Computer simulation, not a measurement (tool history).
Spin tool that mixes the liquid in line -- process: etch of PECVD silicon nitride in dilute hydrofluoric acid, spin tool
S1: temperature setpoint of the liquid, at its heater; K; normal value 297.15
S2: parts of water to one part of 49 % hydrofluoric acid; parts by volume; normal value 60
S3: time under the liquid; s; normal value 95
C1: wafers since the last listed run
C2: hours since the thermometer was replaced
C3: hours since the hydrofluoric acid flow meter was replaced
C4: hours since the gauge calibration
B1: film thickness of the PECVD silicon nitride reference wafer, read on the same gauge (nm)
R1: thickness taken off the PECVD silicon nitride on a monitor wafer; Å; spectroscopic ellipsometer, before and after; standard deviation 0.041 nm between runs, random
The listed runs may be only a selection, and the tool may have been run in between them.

| run | day | S1 | S2 | S3 | C1 | C2 | C3 | C4 | B1 | R1 |
|---|---|---|---|---|---|---|---|---|---|---|
| 1 | 0 | 297.15 | 60 | 60 | 0 | 393.5 | 334.4 | 477.6 | 90 | 31.2 |
| 2 | 3.158 | 297.15 | 60 | 95 | 1006 | 469.3 | 410.2 | 553.4 | 89.99 | 49 |
| 3 | 6.858 | 297.15 | 60 | 95 | 1178 | 558.1 | 499 | 642.2 | 90 | 49.5 |
| 4 | 9.225 | 297.15 | 60 | 95 | 753 | 614.9 | 555.8 | 699 | 89.99 | 49.8 |
| 5 | 13.342 | 297.15 | 60 | 95 | 1311 | 713.7 | 654.6 | 797.8 | 90.01 | 49.9 |
| 6 | 17.608 | 297.15 | 60 | 95 | 1359 | 816.1 | 757 | 900.2 | 90 | 50.6 |
|  | 19.4 | thermometer replaced |
| 7 | 20.938 | 297.15 | 60 | 95 | 1047 | 36.9 | 836.9 | 980.1 | 90 | 50.3 |
| 8 | 23.4 | 297.15 | 75 | 60 | 784 | 96 | 896 | 1039.2 | 90 | 25.7 |
| 9 | 25.446 | 297.15 | 45 | 60 | 651 | 145.1 | 945.1 | 1088.3 | 89.99 | 42.2 |
| 10 | 29.304 | 297.15 | 60 | 95 | 1229 | 237.7 | 1037.7 | 1180.9 | 89.99 | 50 |
| 11 | 31.908 | 297.15 | 60 | 95 | 829 | 300.2 | 1100.2 | 1243.4 | 90.01 | 50.5 |
| 12 | 34.438 | 297.15 | 60 | 95 | 805 | 360.9 | 1160.9 | 1304.1 | 90 | 50.9 |
| 13 | 37.217 | 299.15 | 55 | 95 | 885 | 427.6 | 1227.6 | 1370.8 | 89.99 | 64.8 |
| 14 | 39.225 | 299.15 | 55 | 95 | 639 | 475.8 | 1275.8 | 1419 | 90 | 64.9 |
|  | 44.083 | hydrofluoric acid flow meter replaced |
| 15 | 44.692 | 299.15 | 55 | 95 | 1728 | 607 | 14.6 | 1550.2 | 90 | 60.5 |

Expected results for the next run?
| 16 | 48.917 | 297.15 | 60 | 95 | 1346 | 708.4 | 116 | 1651.6 | ? | ? |

B1: 90.01
R1: 49 Å
On a tool with no hidden condition, and with the same random variation, this run would have come out at R1 48.4 Å.

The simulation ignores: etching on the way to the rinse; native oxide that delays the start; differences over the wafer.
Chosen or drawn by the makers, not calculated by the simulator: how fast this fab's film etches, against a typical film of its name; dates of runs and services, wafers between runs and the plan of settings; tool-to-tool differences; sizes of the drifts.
